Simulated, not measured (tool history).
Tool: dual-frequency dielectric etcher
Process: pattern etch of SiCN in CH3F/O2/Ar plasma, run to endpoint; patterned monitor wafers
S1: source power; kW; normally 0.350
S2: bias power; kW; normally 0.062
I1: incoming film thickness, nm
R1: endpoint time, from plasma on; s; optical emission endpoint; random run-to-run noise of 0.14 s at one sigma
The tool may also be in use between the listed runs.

run 1 hour=0.0 | S1=0.350 S2=0.062 | I1=7.35 | R1=20.6
run 2 hour=12.2 | S1=0.350 S2=0.062 | I1=7.30 | R1=20.5
run 3 hour=22.5 | S1=0.350 S2=0.062 | I1=7.32 | R1=20.5
run 4 hour=33.4 | S1=0.390 S2=0.062 | I1=7.29 | R1=19.4
run 5 hour=50.3 | S1=0.420 S2=0.062 | I1=7.32 | R1=18.5
run 6 hour=61.3 | S1=0.350 S2=0.062 | I1=7.27 | R1=20.4
run 7 hour=68.8 | S1=0.350 S2=0.062 | I1=7.29 | R1=20.3
-- hour=97.5 wet clean of the chamber
run 8 hour=98.0 | S1=0.350 S2=0.062 | I1=7.31 | R1=20.4
run 9 hour=98.3 | S1=0.350 S2=0.062 | I1=7.35 | R1=20.6
run 10 hour=106.6 | S1=0.350 S2=0.062 | I1=7.24 | R1=20.1
-- hour=143.3 upper electrode replaced
-- hour=148.0 bias power generator calibrated
run 11 hour=149.1 | S1=0.350 S2=0.062 | I1=7.28 | R1=20.3
run 12 hour=163.9 | S1=0.430 S2=0.054 | I1=7.23 | R1=19.5

For run 13, what comes out?
run 13 hour=171.0 | S1=0.390 S2=0.072 | I1=7.32 | R1=?

Run 13 yielded R1 18.2 s.
With the hidden condition absent and the run-to-run variation left alone, this run would have shown R1 18.2 s.

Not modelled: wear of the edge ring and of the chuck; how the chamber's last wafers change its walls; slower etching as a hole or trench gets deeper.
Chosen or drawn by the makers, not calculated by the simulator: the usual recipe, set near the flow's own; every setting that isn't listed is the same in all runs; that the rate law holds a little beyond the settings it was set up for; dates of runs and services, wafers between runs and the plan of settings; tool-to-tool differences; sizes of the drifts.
